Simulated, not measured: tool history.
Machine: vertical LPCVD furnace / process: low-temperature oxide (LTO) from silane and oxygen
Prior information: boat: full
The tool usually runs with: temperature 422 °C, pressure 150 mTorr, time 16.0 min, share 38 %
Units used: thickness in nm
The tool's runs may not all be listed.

run,day,temperature,pressure,time,share,wafers since the last listed run,hours since the last temperature calibration,hours since the pressure gauge was zeroed,hours since the silane flow controller was replaced,hours since the gauge calibration,"read-back reference wafer on the same gauge, thickness",thickness
1,0.000,422,150,21.0,38,0,2474.9,3293.5,1711.1,1156.5,107.99,153.21
2,2.717,422,150,21.0,38,1256,2540.1,3358.7,1776.3,1221.7,108.04,153.12
3,6.404,422,150,16.0,38,1705,2628.6,3447.2,1864.8,1310.2,108.10,116.70
4,8.962,422,150,16.0,38,1183,2690.0,3508.6,1926.2,1371.6,108.01,116.86
5,11.908,422,150,16.0,38,1362,2760.7,3579.3,1996.9,1442.3,108.10,116.84
6,15.475,422,150,16.0,38,1649,2846.3,3664.9,2082.5,1527.9,108.04,116.81
7,19.362,422,150,11.0,38,1798,2939.6,3758.2,2175.8,1621.2,107.97,80.69
8,21.592,422,150,16.0,38,1031,2993.1,3811.7,2229.3,1674.7,108.03,116.40
# day 23.450: silane flow controller replaced
9,25.358,422,150,16.0,38,1279,3083.5,3902.1,45.8,1765.1,108.00,116.52
10,27.654,422,150,16.0,38,1061,3138.6,3957.2,100.9,1820.2,107.98,116.58
11,31.967,422,150,16.0,38,1994,3242.1,4060.7,204.4,1923.7,108.00,116.37
12,34.271,422,150,16.0,38,1065,3297.4,4116.0,259.7,1979.0,108.07,116.17
13,36.888,422,180,16.0,38,1210,3360.2,4178.8,322.5,2041.8,107.98,141.31
14,41.017,422,180,16.0,38,1909,3459.3,4277.9,421.6,2140.9,108.06,140.85
15,42.658,422,150,16.0,38,759,3498.7,4317.3,461.0,2180.3,108.00,116.94
16,47.121,412,150,16.0,34,2064,3605.8,4424.4,568.1,2287.4,107.97,91.60
# day 49.404: gauge calibrated
17,50.396,422,150,16.0,41,1514,3684.4,4503.0,646.7,23.8,107.99,127.00
18,51.896,422,165,10.5,31,693,3720.4,4539.0,682.7,59.8,107.95,65.09
# day 56.317: pressure gauge zeroed
19,56.338,415,185,11.0,35,1591,3827.0,0.5,789.3,166.4,108.05,86.87
20,57.879,417,150,21.0,38,713,3864.0,37.5,826.3,203.4,108.00,152.34
21,60.275,422,150,16.0,45,1108,3921.5,95.0,883.8,260.9,108.07,146.23
22,62.492,422,150,16.0,38,1025,3974.7,148.2,937.0,314.1,107.95,121.66
23,64.600,422,150,22.0,38,975,4025.3,198.8,987.6,364.7,108.06,166.76
# day 74.304: thermocouples replaced and temperature profile calibrated
24,74.421,422,150,16.0,38,4079,2.8,434.5,1223.3,600.4,108.06,120.60
25,77.788,422,180,16.0,38,1557,83.6,515.3,1304.1,681.2,107.96,145.10
26,80.554,422,135,13.0,38,1279,150.0,581.7,1370.5,747.6,107.96,88.60
27,84.525,411,115,12.5,33,1836,245.3,677.0,1465.8,842.9,107.97,53.20
28,86.400,422,150,16.0,38,867,290.3,722.0,1510.8,887.9,108.01,120.09
29,90.146,428,150,16.0,38,1732,380.2,811.9,1600.7,977.8,107.97,127.02
30,92.342,432,130,16.0,32,1015,432.9,864.6,1653.4,1030.5,107.92,92.11
31,95.996,418,150,16.0,38,1690,520.6,952.3,1741.1,1118.2,107.97,114.62
32,99.388,418,150,12.5,43,1568,602.0,1033.7,1822.5,1199.6,108.02,102.98

Predict each of these 3 candidate next runs independently; none follows another, all start after run 32:
A,99.542,422,150,16.0,38,71,605.7,1037.4,1826.2,1203.3,?,?
B,99.542,426,135,10.0,33,71,605.7,1037.4,1826.2,1203.3,?,?
C,99.542,422,175,18.0,33,71,605.7,1037.4,1826.2,1203.3,?,?

run,"read-back reference wafer on the same gauge, thickness",thickness
A,107.96,119.43
B,107.96,58.53
C,107.96,131.81
Take away the tool's hidden state, keep each run's random variation, and the runs would have read:
run,thickness
A,122.71
B,60.32
C,134.90
